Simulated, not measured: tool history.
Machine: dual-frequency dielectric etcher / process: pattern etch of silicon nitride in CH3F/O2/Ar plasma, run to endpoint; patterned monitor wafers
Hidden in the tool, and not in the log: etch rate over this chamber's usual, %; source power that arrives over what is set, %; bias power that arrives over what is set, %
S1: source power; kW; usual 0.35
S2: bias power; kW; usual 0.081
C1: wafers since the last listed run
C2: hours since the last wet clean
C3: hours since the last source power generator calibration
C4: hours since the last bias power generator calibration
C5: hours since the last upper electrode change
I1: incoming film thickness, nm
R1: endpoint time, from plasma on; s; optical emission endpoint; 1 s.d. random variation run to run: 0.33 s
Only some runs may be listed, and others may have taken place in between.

run 1 hour=0 | S1=0.35 S2=0.081 | C1=0 C2=586.5 C3=3134.6 C4=1092.9 C5=2588.7 | I1=54.5 | R1=77.2
-- hour=58.4 wet clean of the chamber
run 2 hour=103 | S1=0.35 S2=0.081 | C1=1031 C2=44.6 C3=3237.6 C4=1195.9 C5=2691.7 | I1=55.6 | R1=81.7
run 3 hour=156.8 | S1=0.35 S2=0.081 | C1=702 C2=98.4 C3=3291.4 C4=1249.7 C5=2745.5 | I1=55.1 | R1=80.6
run 4 hour=213.1 | S1=0.32 S2=0.081 | C1=735 C2=154.7 C3=3347.7 C4=1306 C5=2801.8 | I1=55.3 | R1=83.9
run 5 hour=259.7 | S1=0.32 S2=0.081 | C1=608 C2=201.3 C3=3394.3 C4=1352.6 C5=2848.4 | I1=54.5 | R1=81.8
run 6 hour=363.6 | S1=0.35 S2=0.081 | C1=1356 C2=305.2 C3=3498.2 C4=1456.5 C5=2952.3 | I1=54.9 | R1=80.2
run 7 hour=432.1 | S1=0.35 S2=0.081 | C1=894 C2=373.7 C3=3566.7 C4=1525 C5=3020.8 | I1=54.8 | R1=79.5
-- hour=577 wet clean of the chamber
run 8 hour=694.1 | S1=0.35 S2=0.081 | C1=3107 C2=117.1 C3=3828.7 C4=1787 C5=3282.8 | I1=55.5 | R1=81.5
run 9 hour=776.6 | S1=0.35 S2=0.081 | C1=1077 C2=199.6 C3=3911.2 C4=1869.5 C5=3365.3 | I1=54.9 | R1=79.9
-- hour=824.5 bias power generator calibrated
run 10 hour=847.8 | S1=0.35 S2=0.081 | C1=877 C2=270.8 C3=3982.4 C4=23.3 C5=3436.5 | I1=55.2 | R1=78.5
run 11 hour=894.2 | S1=0.35 S2=0.081 | C1=605 C2=317.2 C3=4028.8 C4=69.7 C5=3482.9 | I1=55.4 | R1=79.1
run 12 hour=982.3 | S1=0.35 S2=0.068 | C1=1150 C2=405.3 C3=4116.9 C4=157.8 C5=3571 | I1=54.8 | R1=84.3
-- hour=1095.7 wet clean of the chamber
run 13 hour=1096.2 | S1=0.35 S2=0.068 | C1=1173 C2=0.5 C3=4230.8 C4=271.7 C5=3684.9 | I1=55 | R1=87.2
run 14 hour=1120.6 | S1=0.35 S2=0.068 | C1=318 C2=24.9 C3=4255.2 C4=296.1 C5=3709.3 | I1=54.8 | R1=86.2
run 15 hour=1190.5 | S1=0.35 S2=0.065 | C1=912 C2=94.8 C3=4325.1 C4=366 C5=3779.2 | I1=55.5 | R1=89.7
run 16 hour=1228 | S1=0.35 S2=0.081 | C1=489 C2=132.3 C3=4362.6 C4=403.5 C5=3816.7 | I1=55.2 | R1=79.9
run 17 hour=1302.8 | S1=0.32 S2=0.1 | C1=976 C2=207.1 C3=4437.4 C4=478.3 C5=3891.5 | I1=54.8 | R1=75.1
run 18 hour=1387 | S1=0.43 S2=0.062 | C1=1099 C2=291.3 C3=4521.6 C4=562.5 C5=3975.7 | I1=55.8 | R1=83.4
-- hour=1409.3 source power generator calibrated
run 19 hour=1479.5 | S1=0.3 S2=0.098 | C1=1155 C2=383.8 C3=70.2 C4=655 C5=4068.2 | I1=54.9 | R1=77.2
run 20 hour=1596.5 | S1=0.35 S2=0.081 | C1=1527 C2=500.8 C3=187.2 C4=772 C5=4185.2 | I1=54.6 | R1=78.1
run 21 hour=1649.6 | S1=0.35 S2=0.09 | C1=693 C2=553.9 C3=240.3 C4=825.1 C5=4238.3 | I1=55 | R1=74.7
-- hour=1723.8 wet clean of the chamber
-- hour=1741.9 upper electrode replaced
run 22 hour=1786.3 | S1=0.27 S2=0.088 | C1=1235 C2=62.5 C3=377 C4=961.8 C5=44.4 | I1=55.3 | R1=86.7
run 23 hour=1846 | S1=0.35 S2=0.087 | C1=779 C2=122.2 C3=436.7 C4=1021.5 C5=104.1 | I1=55 | R1=77.9
run 24 hour=1895 | S1=0.35 S2=0.096 | C1=639 C2=171.2 C3=485.7 C4=1070.5 C5=153.1 | I1=55.5 | R1=75.3
run 25 hour=1932.6 | S1=0.43 S2=0.081 | C1=490 C2=208.8 C3=523.3 C4=1108.1 C5=190.7 | I1=55.2 | R1=74.6
run 26 hour=2000.1 | S1=0.28 S2=0.081 | C1=881 C2=276.3 C3=590.8 C4=1175.6 C5=258.2 | I1=54.5 | R1=86.3
run 27 hour=2065.5 | S1=0.44 S2=0.088 | C1=853 C2=341.7 C3=656.2 C4=1241 C5=323.6 | I1=55 | R1=69.9
run 28 hour=2137.8 | S1=0.31 S2=0.081 | C1=944 C2=414 C3=728.5 C4=1313.3 C5=395.9 | I1=55.3 | R1=83.9
-- hour=2254.3 wet clean of the chamber
run 29 hour=2254.8 | S1=0.3 S2=0.093 | C1=1214 C2=0.5 C3=845.5 C4=1430.3 C5=512.9 | I1=54.8 | R1=81.9
run 30 hour=2300.9 | S1=0.35 S2=0.081 | C1=601 C2=46.6 C3=891.6 C4=1476.4 C5=559 | I1=55.1 | R1=81.6
run 31 hour=2404.3 | S1=0.3 S2=0.081 | C1=1350 C2=150 C3=995 C4=1579.8 C5=662.4 | I1=55.2 | R1=86.4
run 32 hour=2449.7 | S1=0.3 S2=0.091 | C1=592 C2=195.4 C3=1040.4 C4=1625.2 C5=707.8 | I1=55.6 | R1=83.1
run 33 hour=2538.5 | S1=0.4 S2=0.096 | C1=1159 C2=284.2 C3=1129.2 C4=1714 C5=796.6 | I1=55.1 | R1=71.4
run 34 hour=2642.6 | S1=0.35 S2=0.081 | C1=1359 C2=388.3 C3=1233.3 C4=1818.1 C5=900.7 | I1=55 | R1=79.8
run 35 hour=2683.8 | S1=0.42 S2=0.09 | C1=537 C2=429.5 C3=1274.5 C4=1859.3 C5=941.9 | I1=55.9 | R1=72.4

Give the tool's hidden conditions for every run:
source power that arrives over what is set, %: 0 in every run
H1: etch rate over this chamber's usual, %
H2: bias power that arrives over what is set, %
run=1 H1=3.04 H2=-1.63
run=2 H1=-0.0879 H2=-1.86
run=3 H1=0.207 H2=-1.98
run=4 H1=0.516 H2=-2.1
run=5 H1=0.772 H2=-2.21
run=6 H1=1.34 H2=-2.44
run=7 H1=1.72 H2=-2.59
run=8 H1=1.16 H2=-3.18
run=9 H1=1.61 H2=-3.36
run=10 H1=2 H2=-0.392
run=11 H1=2.25 H2=-0.495
run=12 H1=2.74 H2=-0.692
run=13 H1=0.265 H2=-0.947
run=14 H1=0.399 H2=-1
run=15 H1=0.782 H2=-1.16
run=16 H1=0.988 H2=-1.24
run=17 H1=1.4 H2=-1.41
run=18 H1=1.86 H2=-1.6
run=19 H1=2.37 H2=-1.8
run=20 H1=3.01 H2=-2.06
run=21 H1=3.3 H2=-2.18
run=22 H1=0.507 H2=-2.49
run=23 H1=0.834 H2=-2.62
run=24 H1=1.1 H2=-2.73
run=25 H1=1.31 H2=-2.82
run=26 H1=1.68 H2=-2.97
run=27 H1=2.04 H2=-3.11
run=28 H1=2.44 H2=-3.27
run=29 H1=-0.264 H2=-3.54
run=30 H1=-0.0115 H2=-3.64
run=31 H1=0.556 H2=-3.87
run=32 H1=0.805 H2=-3.97
run=33 H1=1.29 H2=-4.17
run=34 H1=1.86 H2=-4.4
run=35 H1=2.09 H2=-4.49
